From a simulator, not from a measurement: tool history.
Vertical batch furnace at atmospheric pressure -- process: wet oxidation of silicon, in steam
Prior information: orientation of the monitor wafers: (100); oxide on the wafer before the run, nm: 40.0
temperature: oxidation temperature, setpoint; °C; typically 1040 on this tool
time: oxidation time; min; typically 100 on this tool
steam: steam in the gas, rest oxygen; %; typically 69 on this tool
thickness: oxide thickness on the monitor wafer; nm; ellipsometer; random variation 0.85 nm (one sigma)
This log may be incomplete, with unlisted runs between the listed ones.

run    hour  temperature   time  steam  wafers since the last listed run  hours since the last temperature calibration  hours since the steam generator was serviced  hours since the gauge calibration  read-back reference wafer on the same gauge, thickness  thickness
  1       0         1040    100     69                                 0                                        4443.2                                        3192.3                              360.9                                                  636.92     562.43
  2   210.3         1040    100     69                              1943                                        4653.5                                        3402.6                              571.2                                                  637.07     562.01
  3   265.2         1040    100     61                               507                                        4708.4                                        3457.5                              626.1                                                  637.02     522.81
  4     326         1040     71     69                               561                                        4769.2                                        3518.3                              686.9                                                  636.96      457.4
  5   369.4         1040     71     69                               401                                        4812.6                                        3561.7                              730.3                                                  637.07     457.45
  6   435.9         1040     71     69                               614                                        4879.1                                        3628.2                              796.8                                                  637.04     457.25
  7   476.2         1040    100     69                               372                                        4919.4                                        3668.5                              837.1                                                  636.83     559.65
  8   540.2         1040    100     69                               591                                        4983.4                                        3732.5                              901.1                                                  637.08     559.19
  9   567.6         1040    100     69                               253                                        5010.8                                        3759.9                              928.5                                                  637.25     558.69
 10   594.1         1033     58     62                               244                                        5037.3                                        3786.4                                955                                                  637.04     364.03
      619.5  -- thermocouples replaced and temperature profile calibrated
      642.3  -- gauge calibrated
        678  -- steam generator serviced
 11   678.5         1040    100     69                               336                                            59                                           0.5                               36.2                                                  637.01     567.69
 12   699.7         1040     83     69                               195                                          80.2                                          21.7                               57.4                                                  637.03     507.36
 13   864.7         1021  143.5     74                              1524                                         245.2                                         186.7                              222.4                                                  637.25     664.02
 14   928.9         1040   72.5     73                               593                                         309.4                                         250.9                              286.6                                                  636.91     484.52
 15   968.8         1040    100     62                               368                                         349.3                                         290.8                              326.5                                                  636.93     532.98
 16  1002.4         1028   60.5     79                               310                                         382.9                                         324.4                              360.1                                                  637.04     427.82

Describe how what the log doesn't record of the tool's condition differs between the last listed run preceding each entry between runs and the first listed run following it.
Runs 10 to 11: thermocouples replaced and temperature profile calibrated (hour 619.5); gauge calibrated (hour 642.3); steam generator serviced (hour 678)
  true tube temperature minus thermocouple reading, K: 6.3 -> 0.958; steam share off its setpoint, % of the setpoint: -7.71 -> -1.07
  measured value less the no-hidden-state value, thickness: -4.64 -> -0.89 nm
